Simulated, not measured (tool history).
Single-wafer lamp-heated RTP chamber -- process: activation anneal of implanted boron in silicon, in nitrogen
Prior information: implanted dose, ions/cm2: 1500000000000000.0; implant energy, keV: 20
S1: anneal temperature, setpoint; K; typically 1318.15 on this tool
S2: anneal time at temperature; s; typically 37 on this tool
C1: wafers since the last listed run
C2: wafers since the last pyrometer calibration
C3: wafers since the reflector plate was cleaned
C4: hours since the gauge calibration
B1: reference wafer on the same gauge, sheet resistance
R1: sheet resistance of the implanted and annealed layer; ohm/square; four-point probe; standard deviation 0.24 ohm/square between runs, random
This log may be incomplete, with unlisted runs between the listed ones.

Run 1, day 0: usual settings; C1 0; C2 3218; C3 1258; C4 287; B1 64.58. Result: R1 78.18 ohm/square.
Run 2, day 1.271: usual settings; C1 470; C2 3689; C3 1728; C4 317.5; B1 64.61. Result: R1 77.72 ohm/square.
Run 3, day 1.833: usual settings but S2 26 s; C1 208; C2 3897; C3 1937; C4 331; B1 64.63. Result: R1 78.38 ohm/square.
Run 4, day 2.658: usual settings; C1 305; C2 4203; C3 2242; C4 350.8; B1 64.68. Result: R1 77.77 ohm/square.
Run 5, day 3.288: usual settings but S2 49 s; C1 233; C2 4436; C3 2475; C4 365.9; B1 64.65. Result: R1 76.82 ohm/square.
At day 4.479: pyrometer window cleaned and pyrometer calibrated.
Run 6, day 4.5: usual settings but S2 49 s; C1 325; C2 7; C3 2801; C4 395; B1 64.61. Result: R1 76.63 ohm/square.
Run 7, day 5.512: usual settings but S2 45 s; C1 374; C2 382; C3 3176; C4 419.3; B1 64.66. Result: R1 76.96 ohm/square.
At day 5.921: reflector plate cleaned.
Run 8, day 6.771: usual settings but S2 45 s; C1 342; C2 725; C3 314; C4 449.5; B1 64.67. Result: R1 78.05 ohm/square.
Run 9, day 8.242: usual settings but S2 44 s; C1 544; C2 1269; C3 859; C4 484.8; B1 64.58. Result: R1 77.76 ohm/square.
Run 10, day 9.704: usual settings but S2 44 s; C1 541; C2 1811; C3 1401; C4 519.9; B1 64.62. Result: R1 77.61 ohm/square.
Run 11, day 10.433: usual settings; C1 270; C2 2081; C3 1671; C4 537.4; B1 64.6. Result: R1 78.17 ohm/square.
Run 12, day 11.408: usual settings; C1 361; C2 2442; C3 2032; C4 560.8; B1 64.66. Result: R1 77.91 ohm/square.
Run 13, day 12.042: usual settings; C1 234; C2 2677; C3 2266; C4 576; B1 64.6. Result: R1 77.79 ohm/square.
At day 12.188: gauge calibrated.
Run 14, day 12.675: usual settings; C1 234; C2 2911; C3 2501; C4 11.7; B1 64.58. Result: R1 77.98 ohm/square.
At day 13.521: reflector plate cleaned.
Run 15, day 13.542: usual settings but S1 1332.15 K; C1 197; C2 3109; C3 7; C4 32.5; B1 64.53. Result: R1 77.13 ohm/square.
Run 16, day 13.954: usual settings; C1 152; C2 3261; C3 160; C4 42.4; B1 64.66. Result: R1 78.47 ohm/square.
Run 17, day 14.504: usual settings but S1 1293.15 K, S2 25 s; C1 203; C2 3465; C3 363; C4 55.6; B1 64.58. Result: R1 82.19 ohm/square.
At day 16.429: pyrometer window cleaned and pyrometer calibrated.
Run 18, day 16.825: usual settings but S2 24 s; C1 736; C2 146; C3 1099; C4 111.3; B1 64.64. Result: R1 79.03 ohm/square.
Run 19, day 17.958: usual settings but S1 1297.15 K; C1 419; C2 566; C3 1519; C4 138.5; B1 64.59. Result: R1 80.02 ohm/square.
Run 20, day 19.4: usual settings but S1 1343.15 K; C1 533; C2 1100; C3 2053; C4 173.1; B1 64.6. Result: R1 75.52 ohm/square.
Run 21, day 20.833: usual settings; C1 530; C2 1631; C3 2584; C4 207.5; B1 64.57. Result: R1 77.8 ohm/square.
Run 22, day 21.604: usual settings but S2 46 s; C1 285; C2 1916; C3 2869; C4 226; B1 64.58. Result: R1 76.74 ohm/square.
Run 23, day 22.192: usual settings but S1 1340.15 K, S2 43 s; C1 217; C2 2134; C3 3087; C4 240.1; B1 64.63. Result: R1 75.45 ohm/square.
At day 22.696: reflector plate cleaned.
Run 24, day 23.208: usual settings but S1 1309.15 K, S2 29 s; C1 253; C2 2387; C3 189; C4 264.5; B1 64.6. Result: R1 79.36 ohm/square.

Run 25 is up next; what results do you expect?
Run 25, day 24.462: usual settings; C1 464; C2 2851; C3 653; C4 294.6; B1 ?. Result: R1 ?.

{"run 25": {"B1": 64.58, "R1": 78.57}}
If the tool had no hidden condition, the same run with the same run-to-run variation would have returned R1 78.84 ohm/square.
